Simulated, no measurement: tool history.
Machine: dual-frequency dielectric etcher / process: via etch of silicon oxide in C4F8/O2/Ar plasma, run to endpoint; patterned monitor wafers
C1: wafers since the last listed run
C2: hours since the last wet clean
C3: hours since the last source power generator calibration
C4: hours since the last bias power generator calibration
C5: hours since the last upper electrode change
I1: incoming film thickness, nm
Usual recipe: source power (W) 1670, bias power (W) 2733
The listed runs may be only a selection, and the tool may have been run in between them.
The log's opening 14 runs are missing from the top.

run 15 hour=577.4 | source_power_(W)=1830 bias_power_(W)=2931 | C1=84 C2=386.0 C3=2830.7 C4=165.6 C5=216.8 | I1=1454.1 | endpoint_time_(s)=252.5
-- hour=680.3 wet clean of the chamber
run 16 hour=680.8 | source_power_(W)=1670 bias_power_(W)=2733 | C1=339 C2=0.5 C3=2934.1 C4=269.0 C5=320.2 | I1=1468.6 | endpoint_time_(s)=281.2
run 17 hour=706.8 | source_power_(W)=1670 bias_power_(W)=2216 | C1=111 C2=26.5 C3=2960.1 C4=295.0 C5=346.2 | I1=1475.9 | endpoint_time_(s)=314.3
run 18 hour=732.0 | source_power_(W)=1430 bias_power_(W)=2345 | C1=107 C2=51.7 C3=2985.3 C4=320.2 C5=371.4 | I1=1449.6 | endpoint_time_(s)=328.3
run 19 hour=765.4 | source_power_(W)=1380 bias_power_(W)=3149 | C1=142 C2=85.1 C3=3018.7 C4=353.6 C5=404.8 | I1=1470.4 | endpoint_time_(s)=288.2
-- hour=773.7 source power generator calibrated
run 20 hour=780.1 | source_power_(W)=1670 bias_power_(W)=2733 | C1=45 C2=99.8 C3=6.4 C4=368.3 C5=419.5 | I1=1471.3 | endpoint_time_(s)=284.4
run 21 hour=794.8 | source_power_(W)=1270 bias_power_(W)=2561 | C1=62 C2=114.5 C3=21.1 C4=383.0 C5=434.2 | I1=1466.5 | endpoint_time_(s)=332.5
run 22 hour=815.6 | source_power_(W)=1670 bias_power_(W)=2484 | C1=89 C2=135.3 C3=41.9 C4=403.8 C5=455.0 | I1=1438.3 | endpoint_time_(s)=287.0
run 23 hour=838.0 | source_power_(W)=1880 bias_power_(W)=3133 | C1=95 C2=157.7 C3=64.3 C4=426.2 C5=477.4 | I1=1471.2 | endpoint_time_(s)=247.1
run 24 hour=853.7 | source_power_(W)=1670 bias_power_(W)=3348 | C1=67 C2=173.4 C3=80.0 C4=441.9 C5=493.1 | I1=1453.8 | endpoint_time_(s)=250.1
run 25 hour=867.9 | source_power_(W)=1340 bias_power_(W)=2467 | C1=60 C2=187.6 C3=94.2 C4=456.1 C5=507.3 | I1=1464.1 | endpoint_time_(s)=327.5
run 26 hour=882.4 | source_power_(W)=1830 bias_power_(W)=2733 | C1=62 C2=202.1 C3=108.7 C4=470.6 C5=521.8 | I1=1466.9 | endpoint_time_(s)=267.6
run 27 hour=902.5 | source_power_(W)=1670 bias_power_(W)=3245 | C1=86 C2=222.2 C3=128.8 C4=490.7 C5=541.9 | I1=1465.1 | endpoint_time_(s)=255.2
run 28 hour=919.6 | source_power_(W)=1820 bias_power_(W)=3108 | C1=73 C2=239.3 C3=145.9 C4=507.8 C5=559.0 | I1=1472.8 | endpoint_time_(s)=250.7
run 29 hour=939.6 | source_power_(W)=1670 bias_power_(W)=2733 | C1=85 C2=259.3 C3=165.9 C4=527.8 C5=579.0 | I1=1471.8 | endpoint_time_(s)=276.3
run 30 hour=962.9 | source_power_(W)=1480 bias_power_(W)=2733 | C1=99 C2=282.6 C3=189.2 C4=551.1 C5=602.3 | I1=1458.0 | endpoint_time_(s)=291.7
run 31 hour=996.6 | source_power_(W)=1920 bias_power_(W)=2442 | C1=144 C2=316.3 C3=222.9 C4=584.8 C5=636.0 | I1=1475.7 | endpoint_time_(s)=275.4
run 32 hour=1046.8 | source_power_(W)=1790 bias_power_(W)=3160 | C1=214 C2=366.5 C3=273.1 C4=635.0 C5=686.2 | I1=1468.8 | endpoint_time_(s)=244.4
run 33 hour=1065.6 | source_power_(W)=1300 bias_power_(W)=2561 | C1=80 C2=385.3 C3=291.9 C4=653.8 C5=705.0 | I1=1459.2 | endpoint_time_(s)=313.6
run 34 hour=1094.1 | source_power_(W)=1980 bias_power_(W)=3348 | C1=121 C2=413.8 C3=320.4 C4=682.3 C5=733.5 | I1=1469.2 | endpoint_time_(s)=227.7
-- hour=1124.8 wet clean of the chamber
run 35 hour=1125.3 | source_power_(W)=1670 bias_power_(W)=2733 | C1=30 C2=0.5 C3=351.6 C4=713.5 C5=764.7 | I1=1469.1 | endpoint_time_(s)=283.0
run 36 hour=1152.8 | source_power_(W)=1670 bias_power_(W)=2733 | C1=117 C2=28.0 C3=379.1 C4=741.0 C5=792.2 | I1=1483.2 | endpoint_time_(s)=284.3

Here are 3 independent what-if runs from the current tool condition. What would each one return?
run A hour=1153.3 | source_power_(W)=1670 bias_power_(W)=2733 | C1=2 C2=28.5 C3=379.6 C4=741.5 C5=792.7 | I1=1469.9 | endpoint_time_(s)=?
run B hour=1153.3 | source_power_(W)=1870 bias_power_(W)=3073 | C1=2 C2=28.5 C3=379.6 C4=741.5 C5=792.7 | I1=1469.9 | endpoint_time_(s)=?
run C hour=1153.3 | source_power_(W)=1510 bias_power_(W)=3291 | C1=2 C2=28.5 C3=379.6 C4=741.5 C5=792.7 | I1=1469.9 | endpoint_time_(s)=?

run=A endpoint_time_(s)=283.6
run=B endpoint_time_(s)=253.9
run=C endpoint_time_(s)=271.9
Take away the tool's hidden state, keep each run's random variation, and the runs would have read:
run=A endpoint_time_(s)=287.5
run=B endpoint_time_(s)=257.4
run=C endpoint_time_(s)=275.7
